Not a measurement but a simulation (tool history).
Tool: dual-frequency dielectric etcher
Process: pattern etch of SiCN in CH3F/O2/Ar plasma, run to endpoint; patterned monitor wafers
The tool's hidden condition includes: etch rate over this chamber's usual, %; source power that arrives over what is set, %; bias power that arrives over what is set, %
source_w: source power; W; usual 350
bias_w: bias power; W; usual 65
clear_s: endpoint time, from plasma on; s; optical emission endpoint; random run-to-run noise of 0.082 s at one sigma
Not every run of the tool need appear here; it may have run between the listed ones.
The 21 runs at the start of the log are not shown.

| run | day | source_w | bias_w | wafers since the last listed run | hours since the last wet clean | hours since the last source power generator calibration | hours since the last bias power generator calibration | hours since the last upper electrode change | incoming incoming film thickness, nm | clear_s |
|---|---|---|---|---|---|---|---|---|---|---|
|  | 27.85 | upper electrode replaced |
| 22 | 27.871 | 350 | 65 | 189 | 492.9 | 3989.8 | 99.6 | 0.5 | 10.25 | 25.9 |
|  | 29.125 | wet clean of the chamber |
| 23 | 29.15 | 280 | 77 | 119 | 0.6 | 4020.5 | 130.3 | 31.2 | 10.34 | 28.4 |
| 24 | 30.304 | 270 | 71 | 494 | 28.3 | 4048.2 | 158 | 58.9 | 10.31 | 29.2 |
|  | 30.804 | source power generator calibrated |
| 25 | 31.479 | 300 | 61 | 432 | 56.5 | 16.2 | 186.2 | 87.1 | 10.23 | 29.3 |
| 26 | 32.45 | 380 | 76 | 416 | 79.8 | 39.5 | 209.5 | 110.4 | 10.16 | 24.6 |
| 27 | 36.758 | 350 | 65 | 1847 | 183.2 | 142.9 | 312.9 | 213.8 | 10.37 | 27 |
| 28 | 38.25 | 260 | 54 | 639 | 219 | 178.7 | 348.7 | 249.6 | 10.37 | 32.1 |
| 29 | 39.733 | 290 | 80 | 635 | 254.6 | 214.3 | 384.3 | 285.2 | 10.26 | 26.7 |
| 30 | 40.258 | 320 | 65 | 225 | 267.2 | 226.9 | 396.9 | 297.8 | 10.4 | 27.8 |

Branching from run 30: 3 alternative next runs. What would each branch give?
| A | 40.275 | 350 | 65 | 7 | 267.6 | 227.3 | 397.3 | 298.2 | 10.3 | ? |
| B | 40.275 | 380 | 81 | 7 | 267.6 | 227.3 | 397.3 | 298.2 | 10.3 | ? |
| C | 40.275 | 290 | 72 | 7 | 267.6 | 227.3 | 397.3 | 298.2 | 10.3 | ? |

| run | clear_s |
|---|---|
| A | 26.7 |
| B | 24.1 |
| C | 27.8 |
Without the tool's hidden state the same runs would have given:
| run | clear_s |
|---|---|
| A | 27.4 |
| B | 24.8 |
| C | 28.6 |

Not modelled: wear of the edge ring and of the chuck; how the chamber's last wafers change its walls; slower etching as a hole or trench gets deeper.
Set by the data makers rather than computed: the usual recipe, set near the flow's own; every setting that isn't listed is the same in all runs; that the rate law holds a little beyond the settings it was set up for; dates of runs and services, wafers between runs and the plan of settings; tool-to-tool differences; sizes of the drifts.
